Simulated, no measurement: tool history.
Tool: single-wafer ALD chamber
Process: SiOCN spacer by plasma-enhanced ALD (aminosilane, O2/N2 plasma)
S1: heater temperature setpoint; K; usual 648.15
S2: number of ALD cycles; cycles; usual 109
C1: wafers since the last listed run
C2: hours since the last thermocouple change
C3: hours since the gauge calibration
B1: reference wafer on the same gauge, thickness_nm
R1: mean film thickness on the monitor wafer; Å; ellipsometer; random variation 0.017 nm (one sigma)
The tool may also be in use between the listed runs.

run	hour	S1	S2	C1	C2	C3	B1	R1
1	0.0	638.15	109	0	649.8	2030.5	7.195	67.29
2	62.2	638.15	109	231	712.0	2092.7	7.203	66.94
3	156.7	638.15	109	351	806.5	2187.2	7.193	66.97
# hour 203.7: thermocouple changed; heater temperature recalibrated
# hour 225.5: gauge calibrated
4	263.7	648.15	126	368	60.0	38.2	7.406	79.99
5	309.3	648.15	126	169	105.6	83.8	7.409	79.85
6	351.2	648.15	126	155	147.5	125.7	7.395	79.54
7	402.7	648.15	109	191	199.0	177.2	7.381	69.07
8	474.9	648.15	109	268	271.2	249.4	7.360	68.73
9	569.0	648.15	109	350	365.3	343.5	7.343	68.76
10	659.8	648.15	109	337	456.1	434.3	7.330	68.54
11	737.7	648.15	109	289	534.0	512.2	7.312	68.29
12	843.5	648.15	109	393	639.8	618.0	7.308	68.41
13	918.1	648.15	109	277	714.4	692.6	7.300	67.86
14	983.6	648.15	109	243	779.9	758.1	7.287	67.82
15	1036.3	658.15	109	196	832.6	810.8	7.283	67.91
16	1127.3	644.15	109	338	923.6	901.8	7.276	67.68
# hour 1142.5: thermocouple changed; heater temperature recalibrated
17	1204.1	644.15	109	255	61.6	978.6	7.263	67.79
18	1269.7	653.15	109	244	127.2	1044.2	7.264	67.92
19	1312.2	648.15	92	158	169.7	1086.7	7.247	57.21
20	1450.7	648.15	97	515	308.2	1225.2	7.249	60.28
21	1500.1	648.15	109	183	357.6	1274.6	7.232	67.80
22	1595.6	648.15	109	355	453.1	1370.1	7.248	67.41
23	1896.2	648.15	109	1118	753.7	1670.7	7.226	67.46
24	1974.3	644.15	92	290	831.8	1748.8	7.227	57.16
25	2020.8	662.15	123	173	878.3	1795.3	7.223	76.00
26	2123.9	635.15	116	383	981.4	1898.4	7.222	71.83
# hour 2213.0: thermocouple changed; heater temperature recalibrated
27	2213.5	640.15	109	303	0.5	1988.0	7.213	67.24
28	2271.6	648.15	109	216	58.6	2046.1	7.212	67.00
29	2351.1	657.15	93	295	138.1	2125.6	7.207	57.25
30	2473.4	636.15	101	455	260.4	2247.9	7.200	62.28
31	2560.0	639.15	91	322	347.0	2334.5	7.204	56.44
32	2614.7	654.15	109	203	401.7	2389.2	7.206	66.94
# hour 2700.5: gauge calibrated
33	2761.2	642.15	109	545	548.2	60.7	7.410	69.24
34	2828.2	648.15	109	249	615.2	127.7	7.393	68.92
35	2929.7	638.15	123	377	716.7	229.2	7.360	77.85
36	2982.4	648.15	99	196	769.4	281.9	7.347	62.11
# hour 3041.8: thermocouple changed; heater temperature recalibrated
37	3066.2	638.15	127	282	24.4	365.7	7.340	79.52
38	3113.8	648.15	103	177	72.0	413.3	7.332	64.50
39	3179.4	653.15	98	244	137.6	478.9	7.319	61.50
40	3231.9	659.15	126	195	190.1	531.4	7.307	78.82
41	3312.3	639.15	95	299	270.5	611.8	7.298	59.25
42	3365.1	657.15	97	196	323.3	664.6	7.288	60.61
43	3434.6	648.15	130	258	392.8	734.1	7.285	81.19
44	3480.6	657.15	120	171	438.8	780.1	7.270	74.66
45	3567.6	659.15	94	323	525.8	867.1	7.268	58.52
46	3610.2	648.15	109	158	568.4	909.7	7.260	67.79
47	3650.6	648.15	109	150	608.8	950.1	7.262	67.94

The tool's hidden state at each run:
wafer temperature above the value expected at the setpoint (K): 0 in every run
H1: gauge reads high (%)
run	H1
1	-2.81
2	-2.83
3	-2.85
4	0.12
5	-0.0448
6	-0.188
7	-0.354
8	-0.57
9	-0.824
10	-1.04
11	-1.21
12	-1.42
13	-1.54
14	-1.65
15	-1.73
16	-1.85
17	-1.94
18	-2.01
19	-2.06
20	-2.19
21	-2.23
22	-2.3
23	-2.48
24	-2.51
25	-2.53
26	-2.57
27	-2.6
28	-2.62
29	-2.65
30	-2.68
31	-2.7
32	-2.71
33	-0.064
34	-0.296
35	-0.613
36	-0.763
37	-0.981
38	-1.1
39	-1.24
40	-1.35
41	-1.51
42	-1.6
43	-1.71
44	-1.78
45	-1.9
46	-1.96
47	-2.01
